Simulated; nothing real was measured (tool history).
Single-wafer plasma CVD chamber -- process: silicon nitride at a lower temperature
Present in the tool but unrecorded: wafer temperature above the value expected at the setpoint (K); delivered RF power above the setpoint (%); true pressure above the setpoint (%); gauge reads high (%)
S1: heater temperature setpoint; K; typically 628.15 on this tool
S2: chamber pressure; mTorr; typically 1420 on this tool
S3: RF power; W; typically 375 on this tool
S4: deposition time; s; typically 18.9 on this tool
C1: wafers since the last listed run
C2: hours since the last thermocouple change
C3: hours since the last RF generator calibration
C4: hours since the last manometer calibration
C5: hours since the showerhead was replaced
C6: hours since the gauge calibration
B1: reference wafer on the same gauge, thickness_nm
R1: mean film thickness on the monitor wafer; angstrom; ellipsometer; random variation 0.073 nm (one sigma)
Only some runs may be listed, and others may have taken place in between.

run,day,S1,S2,S3,S4,C1,C2,C3,C4,C5,C6,B1,R1
1,0,635.15,1420,420,18.9,0,788.4,2087.5,810.9,6659.9,158.3,30.419,269.02
2,1.121,628.15,1420,375,18.9,876,815.3,2114.4,837.8,6686.8,185.2,30.399,256.42
3,1.733,628.15,1420,375,18.9,479,830,2129.1,852.5,6701.5,199.9,30.425,256.76
4,2.238,628.15,1420,375,18.9,394,842.1,2141.2,864.6,6713.6,212,30.411,255.76
5,2.788,628.15,1420,375,18.9,430,855.3,2154.4,877.8,6726.8,225.2,30.392,255.15
6,3.612,628.15,1420,375,18.9,645,875.1,2174.2,897.6,6746.6,245,30.381,257
7,4.75,628.15,1420,375,18.9,889,902.4,2201.5,924.9,6773.9,272.3,30.379,255.01
8,5.758,628.15,1420,345,18.9,788,926.6,2225.7,949.1,6798.1,296.5,30.418,246.42
9,6.308,628.15,1420,375,18.9,430,939.8,2238.9,962.3,6811.3,309.7,30.381,255.43
10,7.008,628.15,1420,375,18.9,547,956.6,2255.7,979.1,6828.1,326.5,30.397,254.34
11,7.762,628.15,1420,375,18.9,589,974.7,2273.8,997.2,6846.2,344.6,30.397,254.81
12,8.408,622.15,1560,375,18.9,505,990.2,2289.3,1012.7,6861.7,360.1,30.403,266.19
13,9.708,622.15,1560,375,18.9,1016,1021.4,2320.5,1043.9,6892.9,391.3,30.402,262.39
# day 11.246: showerhead replaced
14,11.267,622.15,1560,375,18.9,958,1058.8,2357.9,1081.3,0.5,428.7,30.387,263.96
# day 11.992: RF generator calibrated
# day 12.471: thermocouple changed; heater temperature recalibrated
15,12.492,628.15,1420,405,15.2,436,0.5,12,1110.7,29.9,458.1,30.39,211.07
16,13.242,621.15,1420,450,18.9,586,18.5,30,1128.7,47.9,476.1,30.421,275.88
17,14.383,628.15,1190,375,16.8,892,45.9,57.4,1156.1,75.3,503.5,30.412,209.82
18,15.129,628.15,1420,375,18.9,583,63.8,75.3,1174,93.2,521.4,30.403,253.83
19,15.875,628.15,1420,345,18.9,583,81.7,93.2,1191.9,111.1,539.3,30.407,244.41
20,16.508,628.15,1420,375,18.9,495,96.9,108.4,1207.1,126.3,554.5,30.407,253.33
21,17.208,640.15,1420,375,18.9,547,113.7,125.2,1223.9,143.1,571.3,30.385,251.97
22,18.675,621.15,1630,430,18.9,1147,148.9,160.4,1259.1,178.3,606.5,30.403,281.81
23,19.217,628.15,1760,375,21.3,423,161.9,173.4,1272.1,191.3,619.5,30.404,307.08
# day 19.962: gauge calibrated
# day 20.283: capacitance manometer re-zeroed and calibrated
24,20.304,634.15,1110,375,18.9,589,188,199.5,0.5,217.4,8.2,30.415,233.93
25,20.9,628.15,1240,375,17.2,465,202.3,213.8,14.8,231.7,22.5,30.406,223.32
26,22.175,636.15,1420,375,18.9,997,232.9,244.4,45.4,262.3,53.1,30.404,257.91
27,25.554,628.15,1420,375,18.9,2642,314,325.5,126.5,343.4,134.2,30.406,259.58
28,26.479,628.15,1110,375,18.9,723,336.2,347.7,148.7,365.6,156.4,30.408,233.07

Branching from run 28: 4 alternative next runs. What would each branch give?
A,26.496,628.15,1420,375,18.9,13,336.6,348.1,149.1,366,156.8,?,?
B,26.496,639.15,1550,375,17.8,13,336.6,348.1,149.1,366,156.8,?,?
C,26.496,614.15,1560,375,17.9,13,336.6,348.1,149.1,366,156.8,?,?
D,26.496,633.15,1420,375,18.9,13,336.6,348.1,149.1,366,156.8,?,?

run,B1,R1
A,30.371,257.09
B,30.371,248.91
C,30.371,253.19
D,30.371,256.62
The same runs, with their run-to-run variation unchanged, on a tool lacking any hidden condition would have given:
run,R1
A,256.09
B,247.95
C,252.22
D,255.62
